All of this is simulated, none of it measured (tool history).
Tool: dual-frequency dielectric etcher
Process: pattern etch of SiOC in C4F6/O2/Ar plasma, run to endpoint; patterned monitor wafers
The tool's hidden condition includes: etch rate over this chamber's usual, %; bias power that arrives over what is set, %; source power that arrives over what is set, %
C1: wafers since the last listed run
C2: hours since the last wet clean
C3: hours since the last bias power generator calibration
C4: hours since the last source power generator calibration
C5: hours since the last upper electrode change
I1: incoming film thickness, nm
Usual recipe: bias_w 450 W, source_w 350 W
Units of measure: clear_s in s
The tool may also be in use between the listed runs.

run 1 hour=0 | bias_w=502 source_w=350 | C1=0 C2=240.4 C3=1376.7 C4=2448.6 C5=1504.2 | I1=32.79 | clear_s=11.7
run 2 hour=44.8 | bias_w=502 source_w=350 | C1=353 C2=285.2 C3=1421.5 C4=2493.4 C5=1549 | I1=32.83 | clear_s=11.7
run 3 hour=92.4 | bias_w=502 source_w=350 | C1=375 C2=332.8 C3=1469.1 C4=2541 C5=1596.6 | I1=32.82 | clear_s=11.7
-- hour=144.7 wet clean of the chamber
run 4 hour=148.6 | bias_w=532 source_w=350 | C1=253 C2=3.9 C3=1525.3 C4=2597.2 C5=1652.8 | I1=32.54 | clear_s=11.5
run 5 hour=194.2 | bias_w=532 source_w=350 | C1=359 C2=49.5 C3=1570.9 C4=2642.8 C5=1698.4 | I1=32.06 | clear_s=11.3
run 6 hour=229.9 | bias_w=391 source_w=350 | C1=281 C2=85.2 C3=1606.6 C4=2678.5 C5=1734.1 | I1=32.27 | clear_s=13
run 7 hour=286.9 | bias_w=391 source_w=350 | C1=449 C2=142.2 C3=1663.6 C4=2735.5 C5=1791.1 | I1=32.58 | clear_s=13.1
run 8 hour=341.7 | bias_w=391 source_w=350 | C1=431 C2=197 C3=1718.4 C4=2790.3 C5=1845.9 | I1=32.41 | clear_s=13.1
run 9 hour=408.5 | bias_w=450 source_w=350 | C1=526 C2=263.8 C3=1785.2 C4=2857.1 C5=1912.7 | I1=32.51 | clear_s=12.2
run 10 hour=459.6 | bias_w=450 source_w=350 | C1=402 C2=314.9 C3=1836.3 C4=2908.2 C5=1963.8 | I1=32.76 | clear_s=12.4
run 11 hour=520.5 | bias_w=450 source_w=350 | C1=479 C2=375.8 C3=1897.2 C4=2969.1 C5=2024.7 | I1=32.43 | clear_s=12.2
-- hour=588 wet clean of the chamber
run 12 hour=588.5 | bias_w=509 source_w=350 | C1=346 C2=0.5 C3=1965.2 C4=3037.1 C5=2092.7 | I1=32.54 | clear_s=11.7
run 13 hour=624 | bias_w=515 source_w=350 | C1=279 C2=36 C3=2000.7 C4=3072.6 C5=2128.2 | I1=32.52 | clear_s=11.7
run 14 hour=658.5 | bias_w=515 source_w=350 | C1=271 C2=70.5 C3=2035.2 C4=3107.1 C5=2162.7 | I1=32.67 | clear_s=11.6
run 15 hour=713.7 | bias_w=515 source_w=350 | C1=434 C2=125.7 C3=2090.4 C4=3162.3 C5=2217.9 | I1=32.72 | clear_s=11.7
run 16 hour=744.9 | bias_w=409 source_w=280 | C1=245 C2=156.9 C3=2121.6 C4=3193.5 C5=2249.1 | I1=32.7 | clear_s=13.9
-- hour=791.5 source power generator calibrated
run 17 hour=794.4 | bias_w=409 source_w=280 | C1=358 C2=206.4 C3=2171.1 C4=2.9 C5=2298.6 | I1=32.5 | clear_s=13.7
run 18 hour=864 | bias_w=494 source_w=310 | C1=548 C2=276 C3=2240.7 C4=72.5 C5=2368.2 | I1=32.42 | clear_s=12.2
run 19 hour=895.4 | bias_w=343 source_w=440 | C1=247 C2=307.4 C3=2272.1 C4=103.9 C5=2399.6 | I1=32.67 | clear_s=13
run 20 hour=924.4 | bias_w=481 source_w=350 | C1=228 C2=336.4 C3=2301.1 C4=132.9 C5=2428.6 | I1=32.47 | clear_s=11.8
run 21 hour=951.1 | bias_w=450 source_w=350 | C1=210 C2=363.1 C3=2327.8 C4=159.6 C5=2455.3 | I1=32.66 | clear_s=12.3
-- hour=989.8 upper electrode replaced, of another model than before
-- hour=990.8 wet clean of the chamber
run 22 hour=1013.1 | bias_w=480 source_w=380 | C1=291 C2=22.3 C3=2389.8 C4=221.6 C5=23.3 | I1=32.55 | clear_s=11.9
run 23 hour=1043.4 | bias_w=450 source_w=350 | C1=238 C2=52.6 C3=2420.1 C4=251.9 C5=53.6 | I1=32.62 | clear_s=12.5
-- hour=1062 bias power generator calibrated
run 24 hour=1085.5 | bias_w=505 source_w=390 | C1=300 C2=94.7 C3=23.5 C4=294 C5=95.7 | I1=32.91 | clear_s=11.7
run 25 hour=1110.7 | bias_w=502 source_w=350 | C1=198 C2=119.9 C3=48.7 C4=319.2 C5=120.9 | I1=32.56 | clear_s=11.9
run 26 hour=1163.2 | bias_w=547 source_w=260 | C1=413 C2=172.4 C3=101.2 C4=371.7 C5=173.4 | I1=32.9 | clear_s=12.4
run 27 hour=1194.1 | bias_w=362 source_w=320 | C1=243 C2=203.3 C3=132.1 C4=402.6 C5=204.3 | I1=32.7 | clear_s=13.6
run 28 hour=1235.5 | bias_w=520 source_w=410 | C1=326 C2=244.7 C3=173.5 C4=444 C5=245.7 | I1=32.83 | clear_s=11.3
run 29 hour=1280.3 | bias_w=450 source_w=350 | C1=353 C2=289.5 C3=218.3 C4=488.8 C5=290.5 | I1=32.87 | clear_s=12.4
run 30 hour=1307.9 | bias_w=532 source_w=350 | C1=217 C2=317.1 C3=245.9 C4=516.4 C5=318.1 | I1=32.82 | clear_s=11.7
run 31 hour=1348.5 | bias_w=450 source_w=350 | C1=319 C2=357.7 C3=286.5 C4=557 C5=358.7 | I1=32.75 | clear_s=12.3
-- hour=1389.9 wet clean of the chamber
run 32 hour=1555 | bias_w=450 source_w=350 | C1=1438 C2=165.1 C3=493 C4=763.5 C5=565.2 | I1=32.62 | clear_s=12.3
run 33 hour=1624.7 | bias_w=378 source_w=320 | C1=549 C2=234.8 C3=562.7 C4=833.2 C5=634.9 | I1=32.53 | clear_s=13.3
run 34 hour=1683.4 | bias_w=450 source_w=310 | C1=462 C2=293.5 C3=621.4 C4=891.9 C5=693.6 | I1=32.66 | clear_s=12.6
run 35 hour=1712.7 | bias_w=493 source_w=330 | C1=230 C2=322.8 C3=650.7 C4=921.2 C5=722.9 | I1=32.28 | clear_s=11.9

What if the next run were any one of these 3? Each begins from the tool's condition after run 35:
run A hour=1713.1 | bias_w=450 source_w=350 | C1=3 C2=323.2 C3=651.1 C4=921.6 C5=723.3 | I1=32.54 | clear_s=?
run B hour=1713.1 | bias_w=381 source_w=310 | C1=3 C2=323.2 C3=651.1 C4=921.6 C5=723.3 | I1=32.54 | clear_s=?
run C hour=1713.1 | bias_w=501 source_w=270 | C1=3 C2=323.2 C3=651.1 C4=921.6 C5=723.3 | I1=32.54 | clear_s=?

run=A clear_s=12.2
run=B clear_s=13.3
run=C clear_s=12.5
With no hidden state in the tool, these same runs would have given:
run=A clear_s=12.4
run=B clear_s=13.5
run=C clear_s=12.7
